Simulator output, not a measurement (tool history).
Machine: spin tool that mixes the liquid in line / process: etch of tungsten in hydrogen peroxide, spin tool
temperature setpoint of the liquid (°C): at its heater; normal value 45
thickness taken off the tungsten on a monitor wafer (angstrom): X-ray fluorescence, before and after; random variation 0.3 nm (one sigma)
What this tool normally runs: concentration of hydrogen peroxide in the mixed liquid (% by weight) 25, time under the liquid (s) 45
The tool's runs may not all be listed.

run,hour,temperature setpoint of the liquid (°C),concentration of hydrogen peroxide in the mixed liquid (% by weight),time under the liquid (s),"read-back film thickness of the tungsten reference wafer, read on the same gauge (nm)",thickness taken off the tungsten on a monitor wafer (angstrom)
1,0,45,25,45,89.98,349.9
2,43.1,51.5,25,45,89.99,522.3
3,82.8,45,25,45,90.01,349.3
4,146.3,54.5,21.5,30,90.01,388.2
# hour 229.1: peroxide flow meter replaced
5,232.1,45,25,55,89.99,429.4
6,286.9,45,25,45,89.99,348.4
7,360.7,41.5,30,45,89.98,299.6
8,452.1,37,21.5,70,90.02,300.5
9,540.3,45,17.5,45,89.96,290.3
10,636.6,39.5,25,55,90.01,294.4
11,680.7,45,25,40,89.97,303.9
# hour 917.8: gauge calibrated
12,923.6,45,25,40,90.03,304.4
13,990.1,45,25,45,90.01,341.8
# hour 1071.6: new drum of peroxide connected
14,1085.5,51.5,29,35,90.02,429
15,1164.8,35,30,20,89.99,85.7
16,1414.9,37.5,30,30,90.02,150.2
17,1489.9,45,30,20,90.01,162.4
18,1562.3,49,21,45,90.03,388.3
# hour 1571.3: thermometer replaced
19,1669.2,37,21,30,90.03,120.2
20,1743.5,45,25,30,90,222.1
21,1829.7,47.5,27,35,90.01,316.1
22,1899.5,45,25,45,89.99,334.7
23,1990.6,48,29,35,89.98,338.4
24,2089.6,37.5,30,20,90.01,98.3
25,2234.3,37.5,27,70,90.02,323.1

What if the next run were any one of these 5? Each begins from the tool's condition after run 25:
A,2234.7,53,25,45,?,?
B,2234.7,37,22,30,?,?
C,2234.7,40,22.5,60,?,?
D,2234.7,45,22,45,?,?
E,2234.7,53,17.5,55,?,?

run,"read-back film thickness of the tungsten reference wafer, read on the same gauge (nm)",thickness taken off the tungsten on a monitor wafer (angstrom)
A,90,531.8
B,90,120.2
C,90,296.5
D,90,303.7
E,90,543.8
Without the tool's unlogged condition, the same runs would have read:
run,thickness taken off the tungsten on a monitor wafer (angstrom)
A,575.4
B,131.1
C,323
D,330
E,588.4
